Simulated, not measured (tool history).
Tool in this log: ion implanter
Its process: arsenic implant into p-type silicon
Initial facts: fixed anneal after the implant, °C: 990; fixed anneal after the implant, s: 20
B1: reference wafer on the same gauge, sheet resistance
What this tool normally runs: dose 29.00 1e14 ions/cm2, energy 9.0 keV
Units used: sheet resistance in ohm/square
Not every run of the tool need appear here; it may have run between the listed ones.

{"run": 1, "hour": 0.0, "dose": 29.0, "energy": 9.0, "B1": 125.89, "sheet resistance": 149.42}
{"run": 2, "hour": 62.6, "dose": 29.0, "energy": 9.0, "B1": 126.0, "sheet resistance": 149.86}
{"run": 3, "hour": 167.7, "dose": 29.0, "energy": 9.0, "B1": 126.03, "sheet resistance": 150.04}
{"run": 4, "hour": 268.9, "dose": 29.0, "energy": 7.0, "B1": 126.16, "sheet resistance": 155.61}
{"run": 5, "hour": 315.6, "dose": 29.0, "energy": 7.0, "B1": 126.14, "sheet resistance": 155.87}
{"run": 6, "hour": 379.0, "dose": 29.0, "energy": 7.0, "B1": 126.16, "sheet resistance": 156.2}
{"hour": 390.0, "done": "Faraday cup replaced and dose calibrated"}
{"run": 7, "hour": 428.0, "dose": 24.96, "energy": 11.0, "B1": 126.19, "sheet resistance": 147.02}
{"run": 8, "hour": 465.1, "dose": 24.96, "energy": 11.0, "B1": 126.21, "sheet resistance": 146.8}
{"run": 9, "hour": 553.4, "dose": 29.0, "energy": 9.0, "B1": 126.23, "sheet resistance": 150.13}
{"hour": 596.6, "done": "gauge calibrated"}
{"run": 10, "hour": 653.3, "dose": 29.0, "energy": 6.0, "B1": 125.16, "sheet resistance": 158.46}
{"run": 11, "hour": 718.7, "dose": 23.74, "energy": 7.5, "B1": 125.34, "sheet resistance": 157.82}
{"run": 12, "hour": 788.2, "dose": 29.0, "energy": 9.0, "B1": 125.51, "sheet resistance": 148.86}

Run 13 comes next. What will it give?
{"hour": 861.9, "done": "extraction supply calibrated"}
{"run": 13, "hour": 948.5, "dose": 29.0, "energy": 9.0, "B1": "?", "sheet resistance": "?"}

B1: 125.73
sheet resistance: 149.39 ohm/square
On a tool with no hidden condition, and with the same random variation, this run would have come out at sheet resistance 148.45 ohm/square.
